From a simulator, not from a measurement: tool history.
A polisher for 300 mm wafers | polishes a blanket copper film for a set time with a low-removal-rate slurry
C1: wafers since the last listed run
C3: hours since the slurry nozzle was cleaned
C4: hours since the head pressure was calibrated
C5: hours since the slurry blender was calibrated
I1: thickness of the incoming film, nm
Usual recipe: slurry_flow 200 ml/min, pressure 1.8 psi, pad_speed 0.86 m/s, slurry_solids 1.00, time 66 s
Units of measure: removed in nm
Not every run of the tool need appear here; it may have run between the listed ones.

{"run": 1, "hour": 0.0, "slurry_flow": 200, "pressure": 1.8, "pad_speed": 0.86, "slurry_solids": 1.0, "time": 54, "C1": 0, "wafers polished on this pad": 4148, "C3": 722.5, "C4": 371.6, "C5": 209.7, "I1": 1219.9, "removed": 99.9}
{"hour": 19.1, "done": "worn pad replaced by a new one"}
{"run": 2, "hour": 83.7, "slurry_flow": 200, "pressure": 1.8, "pad_speed": 0.86, "slurry_solids": 1.0, "time": 54, "C1": 1019, "wafers polished on this pad": 826, "C3": 806.2, "C4": 455.3, "C5": 293.4, "I1": 1214.2, "removed": 96.9}
{"hour": 94.7, "done": "slurry nozzle cleaned"}
{"hour": 110.6, "done": "slurry blender recalibrated"}
{"run": 3, "hour": 184.8, "slurry_flow": 200, "pressure": 1.8, "pad_speed": 0.86, "slurry_solids": 1.0, "time": 54, "C1": 1255, "wafers polished on this pad": 2082, "C3": 90.1, "C4": 556.4, "C5": 74.2, "I1": 1234.2, "removed": 103.2}
{"run": 4, "hour": 238.1, "slurry_flow": 200, "pressure": 1.8, "pad_speed": 0.86, "slurry_solids": 1.1, "time": 66, "C1": 681, "wafers polished on this pad": 2763, "C3": 143.4, "C4": 609.7, "C5": 127.5, "I1": 1233.1, "removed": 127.0}
{"run": 5, "hour": 320.5, "slurry_flow": 200, "pressure": 1.8, "pad_speed": 0.86, "slurry_solids": 1.1, "time": 66, "C1": 1054, "wafers polished on this pad": 3818, "C3": 225.8, "C4": 692.1, "C5": 209.9, "I1": 1240.9, "removed": 126.8}
{"run": 6, "hour": 393.4, "slurry_flow": 200, "pressure": 1.8, "pad_speed": 0.86, "slurry_solids": 1.1, "time": 66, "C1": 932, "wafers polished on this pad": 4750, "C3": 298.7, "C4": 765.0, "C5": 282.8, "I1": 1239.6, "removed": 122.6}
{"hour": 417.8, "done": "worn pad replaced by a new one"}
{"run": 7, "hour": 434.3, "slurry_flow": 200, "pressure": 1.5, "pad_speed": 0.86, "slurry_solids": 1.0, "time": 66, "C1": 472, "wafers polished on this pad": 210, "C3": 339.6, "C4": 805.9, "C5": 323.7, "I1": 1229.9, "removed": 98.8}
{"hour": 443.6, "done": "slurry blender recalibrated"}
{"run": 8, "hour": 537.0, "slurry_flow": 200, "pressure": 1.8, "pad_speed": 0.86, "slurry_solids": 1.0, "time": 71, "C1": 1288, "wafers polished on this pad": 1498, "C3": 442.3, "C4": 908.6, "C5": 93.4, "I1": 1225.5, "removed": 134.9}
{"run": 9, "hour": 642.8, "slurry_flow": 200, "pressure": 1.8, "pad_speed": 0.86, "slurry_solids": 1.0, "time": 71, "C1": 1353, "wafers polished on this pad": 2852, "C3": 548.1, "C4": 1014.4, "C5": 199.2, "I1": 1241.2, "removed": 133.9}
{"hour": 739.3, "done": "worn pad replaced by a new one"}
{"hour": 750.4, "done": "slurry nozzle cleaned"}
{"run": 10, "hour": 750.9, "slurry_flow": 150, "pressure": 1.8, "pad_speed": 0.86, "slurry_solids": 1.0, "time": 66, "C1": 1319, "wafers polished on this pad": 135, "C3": 0.5, "C4": 1122.5, "C5": 307.3, "I1": 1242.6, "removed": 112.4}
{"hour": 785.0, "done": "slurry blender recalibrated"}
{"run": 11, "hour": 812.3, "slurry_flow": 200, "pressure": 1.8, "pad_speed": 0.86, "slurry_solids": 1.0, "time": 66, "C1": 759, "wafers polished on this pad": 895, "C3": 61.9, "C4": 1183.9, "C5": 27.3, "I1": 1244.6, "removed": 125.5}
{"run": 12, "hour": 857.6, "slurry_flow": 200, "pressure": 1.8, "pad_speed": 0.86, "slurry_solids": 1.0, "time": 66, "C1": 579, "wafers polished on this pad": 1475, "C3": 107.2, "C4": 1229.2, "C5": 72.6, "I1": 1246.6, "removed": 124.0}
{"run": 13, "hour": 932.3, "slurry_flow": 200, "pressure": 1.8, "pad_speed": 0.86, "slurry_solids": 1.0, "time": 66, "C1": 955, "wafers polished on this pad": 2430, "C3": 181.9, "C4": 1303.9, "C5": 147.3, "I1": 1219.1, "removed": 123.8}
{"hour": 970.8, "done": "head pressure recalibrated"}
{"run": 14, "hour": 982.6, "slurry_flow": 200, "pressure": 1.8, "pad_speed": 0.86, "slurry_solids": 1.0, "time": 66, "C1": 617, "wafers polished on this pad": 3048, "C3": 232.2, "C4": 11.8, "C5": 197.6, "I1": 1229.3, "removed": 123.8}
{"run": 15, "hour": 1049.7, "slurry_flow": 220, "pressure": 2.1, "pad_speed": 0.86, "slurry_solids": 0.8, "time": 43, "C1": 858, "wafers polished on this pad": 3907, "C3": 299.3, "C4": 78.9, "C5": 264.7, "I1": 1223.9, "removed": 87.2}
{"hour": 1101.2, "done": "worn pad replaced by a new one"}
{"hour": 1111.3, "done": "slurry blender recalibrated"}
{"run": 16, "hour": 1155.5, "slurry_flow": 200, "pressure": 1.8, "pad_speed": 0.86, "slurry_solids": 1.0, "time": 66, "C1": 1276, "wafers polished on this pad": 668, "C3": 405.1, "C4": 184.7, "C5": 44.2, "I1": 1224.7, "removed": 124.0}
{"run": 17, "hour": 1201.4, "slurry_flow": 200, "pressure": 1.8, "pad_speed": 0.86, "slurry_solids": 1.0, "time": 71, "C1": 587, "wafers polished on this pad": 1256, "C3": 451.0, "C4": 230.6, "C5": 90.1, "I1": 1223.5, "removed": 131.0}
{"run": 18, "hour": 1259.3, "slurry_flow": 200, "pressure": 1.8, "pad_speed": 0.86, "slurry_solids": 1.0, "time": 66, "C1": 740, "wafers polished on this pad": 1996, "C3": 508.9, "C4": 288.5, "C5": 148.0, "I1": 1223.7, "removed": 127.6}
{"run": 19, "hour": 1357.8, "slurry_flow": 200, "pressure": 1.4, "pad_speed": 0.86, "slurry_solids": 1.0, "time": 66, "C1": 1260, "wafers polished on this pad": 3257, "C3": 607.4, "C4": 387.0, "C5": 246.5, "I1": 1220.0, "removed": 92.0}
{"run": 20, "hour": 1429.2, "slurry_flow": 180, "pressure": 1.8, "pad_speed": 0.86, "slurry_solids": 0.85, "time": 59, "C1": 913, "wafers polished on this pad": 4170, "C3": 678.8, "C4": 458.4, "C5": 317.9, "I1": 1206.6, "removed": 100.3}
{"hour": 1437.1, "done": "worn pad replaced by a new one"}
{"hour": 1480.4, "done": "slurry blender recalibrated"}
{"run": 21, "hour": 1480.9, "slurry_flow": 220, "pressure": 2.1, "pad_speed": 0.6, "slurry_solids": 1.0, "time": 72, "C1": 584, "wafers polished on this pad": 534, "C3": 730.5, "C4": 510.1, "C5": 0.5, "I1": 1218.6, "removed": 112.9}
{"hour": 1538.2, "done": "slurry nozzle cleaned"}
{"run": 22, "hour": 1539.2, "slurry_flow": 250, "pressure": 2.1, "pad_speed": 0.86, "slurry_solids": 1.0, "time": 56, "C1": 733, "wafers polished on this pad": 1267, "C3": 1.0, "C4": 568.4, "C5": 58.8, "I1": 1224.7, "removed": 128.9}
{"run": 23, "hour": 1618.6, "slurry_flow": 200, "pressure": 1.3, "pad_speed": 0.86, "slurry_solids": 1.0, "time": 66, "C1": 1015, "wafers polished on this pad": 2283, "C3": 80.4, "C4": 647.8, "C5": 138.2, "I1": 1233.4, "removed": 88.7}
{"run": 24, "hour": 1694.2, "slurry_flow": 200, "pressure": 2.2, "pad_speed": 0.86, "slurry_solids": 0.75, "time": 66, "C1": 967, "wafers polished on this pad": 3250, "C3": 156.0, "C4": 723.4, "C5": 213.8, "I1": 1215.6, "removed": 138.2}
{"hour": 1759.7, "done": "worn pad replaced by a new one"}
{"run": 25, "hour": 1760.2, "slurry_flow": 200, "pressure": 1.8, "pad_speed": 0.86, "slurry_solids": 1.0, "time": 66, "C1": 793, "wafers polished on this pad": 6, "C3": 222.0, "C4": 789.4, "C5": 279.8, "I1": 1228.6, "removed": 120.0}
{"run": 26, "hour": 1816.6, "slurry_flow": 200, "pressure": 1.8, "pad_speed": 0.86, "slurry_solids": 1.0, "time": 84, "C1": 721, "wafers polished on this pad": 728, "C3": 278.4, "C4": 845.8, "C5": 336.2, "I1": 1238.0, "removed": 149.9}

3 ways to go on from here, each from the tool as it stands after run 26. What would each give?
{"run": "A", "hour": 1817.0, "slurry_flow": 200, "pressure": 1.8, "pad_speed": 0.86, "slurry_solids": 1.0, "time": 81, "C1": 5, "wafers polished on this pad": 733, "C3": 278.8, "C4": 846.2, "C5": 336.6, "I1": 1228.8, "removed": "?"}
{"run": "B", "hour": 1817.0, "slurry_flow": 200, "pressure": 1.4, "pad_speed": 0.86, "slurry_solids": 0.8, "time": 66, "C1": 5, "wafers polished on this pad": 733, "C3": 278.8, "C4": 846.2, "C5": 336.6, "I1": 1228.8, "removed": "?"}
{"run": "C", "hour": 1817.0, "slurry_flow": 200, "pressure": 1.8, "pad_speed": 0.86, "slurry_solids": 1.0, "time": 45, "C1": 5, "wafers polished on this pad": 733, "C3": 278.8, "C4": 846.2, "C5": 336.6, "I1": 1228.8, "removed": "?"}

run=A removed=145.3
run=B removed=86.8
run=C removed=80.7
With the hidden condition removed and each run's random variation left untouched, the same runs would have given:
run=A removed=154.3
run=B removed=91.9
run=C removed=85.7
